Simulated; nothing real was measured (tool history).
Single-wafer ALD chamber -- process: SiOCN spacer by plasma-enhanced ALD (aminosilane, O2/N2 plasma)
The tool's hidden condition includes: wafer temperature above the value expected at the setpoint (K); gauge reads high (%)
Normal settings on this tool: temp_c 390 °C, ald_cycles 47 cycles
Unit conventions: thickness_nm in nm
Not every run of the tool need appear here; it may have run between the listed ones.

run   hour  temp_c  ald_cycles  wafers since the last listed run  hours since the last thermocouple change  hours since the gauge calibration  read-back reference wafer on the same gauge, thickness_nm  thickness_nm
  1    0.0     402          47                                 0                                    1139.6                              122.7                                                      2.856         2.636
  2   12.9     402          47                                68                                    1152.5                              135.6                                                      2.854         2.634
  3   21.9     402          47                                47                                    1161.5                              144.6                                                      2.856         2.633
  4   28.0     390          47                                32                                    1167.6                              150.7                                                      2.855         2.641
  5   40.1     390          47                                63                                    1179.7                              162.8                                                      2.858         2.651
  6   49.6     390          47                                50                                    1189.2                              172.3                                                      2.859         2.647
  7   63.6     390          47                                73                                    1203.2                              186.3                                                      2.862         2.643
  8   80.0     390          47                                86                                    1219.6                              202.7                                                      2.862         2.644
  9   86.7     390          47                                35                                    1226.3                              209.4                                                      2.863         2.645
 10   95.9     399          47                                48                                    1235.5                              218.6                                                      2.867         2.653
 11  109.1     390          47                                69                                    1248.7                              231.8                                                      2.868         2.653
 12  123.0     390          47                                73                                    1262.6                              245.7                                                      2.868         2.656
 13  165.2     390          47                               222                                    1304.8                              287.9                                                      2.871         2.663
 14  171.5     390          47                                33                                    1311.1                              294.2                                                      2.874         2.649
 15  182.1     383          47                                55                                    1321.7                              304.8                                                      2.877         2.660
     200.0  -- thermocouple changed; heater temperature recalibrated
 16  200.5     390          47                                54                                       0.5                              323.2                                                      2.876         2.653
 17  213.6     390          47                                69                                      13.6                              336.3                                                      2.880         2.663
 18  224.1     403          47                                55                                      24.1                              346.8                                                      2.881         2.654
 19  236.4     390          50                                64                                      36.4                              359.1                                                      2.881         2.832
 20  249.3     401          44                                68                                      49.3                              372.0                                                      2.880         2.490
     268.4  -- gauge calibrated
 21  278.1     386          47                               152                                      78.1                                9.7                                                      2.841         2.638
 22  293.0     390          47                                78                                      93.0                               24.6                                                      2.839         2.624
 23  300.4     394          47                                39                                     100.4                               32.0                                                      2.842         2.626
 24  316.3     405          39                                83                                     116.3                               47.9                                                      2.843         2.152
 25  323.7     397          52                                39                                     123.7                               55.3                                                      2.843         2.910
 26  330.2     395          51                                34                                     130.2                               61.8                                                      2.847         2.863
 27  344.1     390          47                                73                                     144.1                               75.7                                                      2.846         2.629
 28  354.9     382          50                                57                                     154.9                               86.5                                                      2.847         2.806
 29  390.6     390          39                               188                                     190.6                              122.2                                                      2.851         2.195
 30  441.1     398          44                               266                                     241.1                              172.7                                                      2.858         2.471
 31  452.8     398          47                                61                                     252.8                              184.4                                                      2.859         2.649
 32  470.3     390          47                                92                                     270.3                              201.9                                                      2.862         2.639
 33  480.2     390          55                                52                                     280.2                              211.8                                                      2.861         3.098
 34  498.0     400          38                                94                                     298.0                              229.6                                                      2.866         2.142
 35  515.8     377          56                                94                                     315.8                              247.4                                                      2.865         3.168

Here are 4 independent what-if runs from the current tool condition. What would each one return?
  A  516.3     390          47                                 2                                     316.3                              247.9                                                          ?             ?
  B  516.3     405          56                                 2                                     316.3                              247.9                                                          ?             ?
  C  516.3     395          44                                 2                                     316.3                              247.9                                                          ?             ?
  D  516.3     394          42                                 2                                     316.3                              247.9                                                          ?             ?

run  read-back reference wafer on the same gauge, thickness_nm  thickness_nm
  A                                                      2.865         2.652
  B                                                      2.865         3.114
  C                                                      2.865         2.483
  D                                                      2.865         2.370
Without the tool's hidden state the same runs would have given:
run  thickness_nm
  A         2.628
  B         3.086
  C         2.460
  D         2.349
